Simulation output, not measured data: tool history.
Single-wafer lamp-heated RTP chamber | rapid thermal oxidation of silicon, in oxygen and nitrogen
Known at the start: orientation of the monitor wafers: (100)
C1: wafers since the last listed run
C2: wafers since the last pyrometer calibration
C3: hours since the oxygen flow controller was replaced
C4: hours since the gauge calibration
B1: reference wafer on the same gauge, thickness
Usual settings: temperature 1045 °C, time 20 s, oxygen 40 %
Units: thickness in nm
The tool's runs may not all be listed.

{"run": 1, "hour": 0.0, "temperature": 1045, "time": 20, "oxygen": 52, "C1": 0, "C2": 5724, "C3": 2182.2, "C4": 226.4, "B1": 4.121, "thickness": 4.336}
{"run": 2, "hour": 14.4, "temperature": 1045, "time": 20, "oxygen": 52, "C1": 161, "C2": 5886, "C3": 2196.6, "C4": 240.8, "B1": 4.125, "thickness": 4.359}
{"run": 3, "hour": 30.1, "temperature": 1045, "time": 20, "oxygen": 52, "C1": 176, "C2": 6062, "C3": 2212.3, "C4": 256.5, "B1": 4.116, "thickness": 4.344}
{"run": 4, "hour": 43.9, "temperature": 1045, "time": 28, "oxygen": 40, "C1": 155, "C2": 6217, "C3": 2226.1, "C4": 270.3, "B1": 4.119, "thickness": 4.572}
{"run": 5, "hour": 61.6, "temperature": 1045, "time": 20, "oxygen": 22, "C1": 198, "C2": 6416, "C3": 2243.8, "C4": 288, "B1": 4.123, "thickness": 3.372}
{"run": 6, "hour": 79.3, "temperature": 1045, "time": 20, "oxygen": 22, "C1": 198, "C2": 6615, "C3": 2261.5, "C4": 305.7, "B1": 4.117, "thickness": 3.346}
{"run": 7, "hour": 94.2, "temperature": 1045, "time": 20, "oxygen": 22, "C1": 167, "C2": 6783, "C3": 2276.4, "C4": 320.6, "B1": 4.117, "thickness": 3.374}
{"run": 8, "hour": 108.4, "temperature": 1045, "time": 20, "oxygen": 40, "C1": 159, "C2": 6942, "C3": 2290.6, "C4": 334.8, "B1": 4.121, "thickness": 3.989}
{"run": 9, "hour": 122.4, "temperature": 1045, "time": 20, "oxygen": 40, "C1": 157, "C2": 7100, "C3": 2304.6, "C4": 348.8, "B1": 4.121, "thickness": 3.979}
{"run": 10, "hour": 128.7, "temperature": 1045, "time": 20, "oxygen": 40, "C1": 70, "C2": 7171, "C3": 2310.9, "C4": 355.1, "B1": 4.122, "thickness": 4.001}
{"hour": 141.7, "done": "pyrometer window cleaned and pyrometer calibrated"}
{"run": 11, "hour": 142.2, "temperature": 1060, "time": 26, "oxygen": 40, "C1": 61, "C2": 5, "C3": 2324.4, "C4": 368.6, "B1": 4.116, "thickness": 4.999}
{"run": 12, "hour": 143.9, "temperature": 1045, "time": 20, "oxygen": 53, "C1": 19, "C2": 24, "C3": 2326.1, "C4": 370.3, "B1": 4.118, "thickness": 4.524}
{"hour": 156.3, "done": "oxygen flow controller replaced"}
{"run": 13, "hour": 161.5, "temperature": 1045, "time": 24, "oxygen": 40, "C1": 107, "C2": 132, "C3": 5.2, "C4": 387.9, "B1": 4.116, "thickness": 4.42}
{"run": 14, "hour": 175.0, "temperature": 1045, "time": 24, "oxygen": 40, "C1": 151, "C2": 284, "C3": 18.7, "C4": 401.4, "B1": 4.122, "thickness": 4.469}
{"run": 15, "hour": 189.6, "temperature": 1045, "time": 24, "oxygen": 40, "C1": 164, "C2": 448, "C3": 33.3, "C4": 416, "B1": 4.119, "thickness": 4.46}
{"run": 16, "hour": 196.7, "temperature": 1070, "time": 30, "oxygen": 17, "C1": 79, "C2": 528, "C3": 40.4, "C4": 423.1, "B1": 4.12, "thickness": 4.333}
{"run": 17, "hour": 210.8, "temperature": 1021, "time": 20, "oxygen": 40, "C1": 158, "C2": 686, "C3": 54.5, "C4": 437.2, "B1": 4.126, "thickness": 3.629}
{"hour": 219.3, "done": "pyrometer window cleaned and pyrometer calibrated, repeated, since the last time left the tool worse"}
{"run": 18, "hour": 219.7, "temperature": 1045, "time": 20, "oxygen": 40, "C1": 10, "C2": 4, "C3": 63.4, "C4": 446.1, "B1": 4.124, "thickness": 3.876}
{"run": 19, "hour": 231.2, "temperature": 1045, "time": 15, "oxygen": 57, "C1": 129, "C2": 134, "C3": 74.9, "C4": 457.6, "B1": 4.122, "thickness": 3.903}
{"run": 20, "hour": 242.3, "temperature": 1045, "time": 20, "oxygen": 40, "C1": 124, "C2": 258, "C3": 86, "C4": 468.7, "B1": 4.121, "thickness": 3.884}
{"run": 21, "hour": 259.9, "temperature": 1016, "time": 20, "oxygen": 62, "C1": 197, "C2": 456, "C3": 103.6, "C4": 486.3, "B1": 4.117, "thickness": 3.72}
{"run": 22, "hour": 275.8, "temperature": 1018, "time": 20, "oxygen": 40, "C1": 178, "C2": 635, "C3": 119.5, "C4": 502.2, "B1": 4.115, "thickness": 3.33}
{"run": 23, "hour": 289.0, "temperature": 1045, "time": 20, "oxygen": 40, "C1": 148, "C2": 783, "C3": 132.7, "C4": 515.4, "B1": 4.121, "thickness": 3.913}
{"run": 24, "hour": 302.1, "temperature": 1045, "time": 12, "oxygen": 22, "C1": 147, "C2": 930, "C3": 145.8, "C4": 528.5, "B1": 4.124, "thickness": 2.832}
{"hour": 306.0, "done": "gauge calibrated"}
{"run": 25, "hour": 312.4, "temperature": 1045, "time": 20, "oxygen": 52, "C1": 115, "C2": 1046, "C3": 156.1, "C4": 6.4, "B1": 4.123, "thickness": 4.246}
{"run": 26, "hour": 320.2, "temperature": 1045, "time": 16, "oxygen": 63, "C1": 87, "C2": 1134, "C3": 163.9, "C4": 14.2, "B1": 4.121, "thickness": 4.147}
{"run": 27, "hour": 367.0, "temperature": 1059, "time": 20, "oxygen": 40, "C1": 526, "C2": 1660, "C3": 210.7, "C4": 61, "B1": 4.118, "thickness": 4.275}
{"run": 28, "hour": 376.5, "temperature": 1045, "time": 20, "oxygen": 40, "C1": 106, "C2": 1767, "C3": 220.2, "C4": 70.5, "B1": 4.122, "thickness": 3.927}
{"run": 29, "hour": 383.8, "temperature": 1045, "time": 20, "oxygen": 40, "C1": 82, "C2": 1849, "C3": 227.5, "C4": 77.8, "B1": 4.119, "thickness": 3.965}
{"run": 30, "hour": 395.5, "temperature": 1045, "time": 20, "oxygen": 66, "C1": 131, "C2": 1980, "C3": 239.2, "C4": 89.5, "B1": 4.122, "thickness": 4.65}
{"run": 31, "hour": 413.1, "temperature": 1068, "time": 11, "oxygen": 62, "C1": 197, "C2": 2178, "C3": 256.8, "C4": 107.1, "B1": 4.126, "thickness": 4.174}

Hidden state or all else? Some run-to-run changes of thickness, split into what the settings, what came in and random variation would give without the hidden state, and what is left for the hidden state (with any gauge scatter that isn't in both results):
The hidden state here: true wafer temperature minus pyrometer reading, K; deviation of the oxygen flow from its setpoint, %; gauge reads high (%).
Run 4 -> 5: time 28 -> 20, oxygen 40 -> 22. thickness -1.2 nm: hidden state -0.068, all else -1.132.
Run 10 -> 11: temperature 1045 -> 1060, time 20 -> 26, pyrometer window cleaned and pyrometer calibrated. thickness +0.998 nm: hidden state +0.202, all else +0.796.
Run 17 -> 18: temperature 1021 -> 1045, pyrometer window cleaned and pyrometer calibrated, repeated, since the last time left the tool worse. thickness +0.247 nm: hidden state -0.247, all else +0.494.
Run 23 -> 24: time 20 -> 12, oxygen 40 -> 22. thickness -1.081 nm: hidden state -0.02, all else -1.061.
Run 24 -> 25: time 12 -> 20, oxygen 22 -> 52, gauge calibrated. thickness +1.414 nm: hidden state +0.037, all else +1.377.
